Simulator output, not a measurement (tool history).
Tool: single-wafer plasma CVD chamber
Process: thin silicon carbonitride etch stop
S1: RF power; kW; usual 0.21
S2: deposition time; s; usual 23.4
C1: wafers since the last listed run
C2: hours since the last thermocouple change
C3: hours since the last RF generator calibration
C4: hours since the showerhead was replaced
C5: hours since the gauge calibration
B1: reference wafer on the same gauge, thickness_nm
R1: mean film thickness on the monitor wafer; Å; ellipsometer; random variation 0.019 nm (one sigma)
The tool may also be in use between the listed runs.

run,hour,S1,S2,C1,C2,C3,C4,C5,B1,R1
1,0,0.21,23.4,0,1450.7,1794.9,7700.2,375.6,14.405,127.46
2,17.5,0.21,23.4,307,1468.2,1812.4,7717.7,393.1,14.395,127.76
3,24,0.21,23.4,114,1474.7,1818.9,7724.2,399.6,14.4,127.85
4,31.4,0.21,23.4,130,1482.1,1826.3,7731.6,407,14.399,127.94
# hour 56.6: showerhead replaced
5,57.1,0.21,23.4,311,1507.8,1852,0.5,432.7,14.409,127.93
6,65.5,0.21,23.4,147,1516.2,1860.4,8.9,441.1,14.401,127.83
7,78.9,0.21,23.4,235,1529.6,1873.8,22.3,454.5,14.408,127.44
8,94.1,0.21,23.4,267,1544.8,1889,37.5,469.7,14.41,127.72
9,103.7,0.22,26.8,168,1554.4,1898.6,47.1,479.3,14.405,148.46
10,111.5,0.22,26.8,137,1562.2,1906.4,54.9,487.1,14.391,148.33
11,128.9,0.22,26.8,305,1579.6,1923.8,72.3,504.5,14.405,147.77
12,138.8,0.245,23.4,174,1589.5,1933.7,82.2,514.4,14.395,133.64
13,145.3,0.21,21.4,114,1596,1940.2,88.7,520.9,14.402,116.82
14,156.4,0.18,24.6,195,1607.1,1951.3,99.8,532,14.386,128.18
15,170.2,0.21,24.9,242,1620.9,1965.1,113.6,545.8,14.399,135.64
16,184.1,0.18,26.5,244,1634.8,1979,127.5,559.7,14.398,138.05
# hour 196.2: RF generator calibrated
17,201.8,0.21,23.4,170,1652.5,5.6,145.2,577.4,14.406,125.71
18,215.7,0.21,23.4,244,1666.4,19.5,159.1,591.3,14.4,125.67
19,232,0.195,18.9,286,1682.7,35.8,175.4,607.6,14.401,99.18
20,239.3,0.21,23.4,128,1690,43.1,182.7,614.9,14.392,125.59
# hour 252.9: thermocouple changed; heater temperature recalibrated
21,254,0.17,27.2,117,1.1,57.8,197.4,629.6,14.405,137.06
# hour 254.3: gauge calibrated
22,264.3,0.21,23.4,181,11.4,68.1,207.7,10,14.404,125.6
23,274.8,0.19,19.2,184,21.9,78.6,218.2,20.5,14.4,100.18
24,281.1,0.23,21.2,110,28.2,84.9,224.5,26.8,14.392,117.02
25,288.1,0.24,19.6,123,35.2,91.9,231.5,33.8,14.394,109.73
# hour 298: RF generator calibrated, repeated, since the last time left the tool worse
26,303.8,0.21,23.4,135,50.9,5.8,247.2,49.5,14.406,129.68
27,314.6,0.21,20.4,189,61.7,16.6,258,60.3,14.393,112.83
28,328.1,0.21,23.4,237,75.2,30.1,271.5,73.8,14.398,129.26
29,344.7,0.245,25.9,291,91.8,46.7,288.1,90.4,14.399,150.31
30,358.5,0.21,23.4,242,105.6,60.5,301.9,104.2,14.39,129.81
31,368.3,0.195,21.9,172,115.4,70.3,311.7,114,14.404,118.52
32,377,0.21,23.4,152,124.1,79,320.4,122.7,14.403,129.6
33,393.6,0.21,23.4,291,140.7,95.6,337,139.3,14.407,129.38
34,407.8,0.21,26.5,249,154.9,109.8,351.2,153.5,14.4,146.78

How the hidden state differs across the entries between the runs, from the last listed run before each to the first after it:
Between runs 4 and 5: showerhead replaced (hour 56.6)
  delivered RF power above the setpoint (%): -5.12 -> -5.19
  measured less the result without the state, R1: -2.03 -> -2.06 Å
Between runs 16 and 17: RF generator calibrated (hour 196.2)
  delivered RF power above the setpoint (%): -5.54 -> -10.1
  measured less the result without the state, R1: -2.38 -> -4.09 Å
Between runs 20 and 21: thermocouple changed; heater temperature recalibrated (hour 252.9)
  delivered RF power above the setpoint (%): -10.2 -> -10.3
  measured less the result without the state, R1: -4.13 -> -4.52 Å
Between runs 21 and 22: gauge calibrated (hour 254.3)
  no hidden state differs between the two runs
  measured less the result without the state, R1: -4.52 -> -4.16 Å
Between runs 25 and 26: RF generator calibrated, repeated, since the last time left the tool worse (hour 298)
  delivered RF power above the setpoint (%): -10.4 -> -0.384
  measured less the result without the state, R1: -3.66 -> -0.15 Å

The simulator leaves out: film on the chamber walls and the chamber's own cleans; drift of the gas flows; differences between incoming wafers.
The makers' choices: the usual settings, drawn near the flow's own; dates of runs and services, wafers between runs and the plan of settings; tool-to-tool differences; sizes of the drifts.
